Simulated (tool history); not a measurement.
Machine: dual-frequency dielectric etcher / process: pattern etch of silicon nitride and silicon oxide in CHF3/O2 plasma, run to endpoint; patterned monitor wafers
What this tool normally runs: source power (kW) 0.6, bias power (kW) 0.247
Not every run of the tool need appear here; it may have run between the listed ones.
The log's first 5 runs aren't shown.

run	day	source power (kW)	bias power (kW)	incoming incoming film thickness, nm	endpoint time (s)
6	2.533	0.6	0.247	316.2	185.1
# day 3.067: bias power generator calibrated
7	3.221	0.6	0.276	319.2	180.5
8	3.521	0.6	0.204	318.5	198.6
9	3.996	0.6	0.204	316.9	197.6
# day 5.446: upper electrode replaced
10	5.467	0.6	0.204	319.4	197.2
11	5.479	0.72	0.211	318	181.7
12	6.008	0.6	0.247	317.8	185.4
13	6.575	0.65	0.247	315.9	178.8
14	7.046	0.69	0.263	316	170
15	7.446	0.46	0.247	314	202.5
16	7.883	0.6	0.191	316.1	199
17	8.525	0.6	0.247	316.6	183.4
# day 8.921: source power generator calibrated
18	9.212	0.56	0.305	316.5	174.4

The next listed run, before its measurement:
19	9.808	0.7	0.263	317.8	?

Run 19 produced endpoint time (s) 169.9.
If the tool had no hidden condition, the same run with the same run-to-run variation would have returned endpoint time (s) 176.
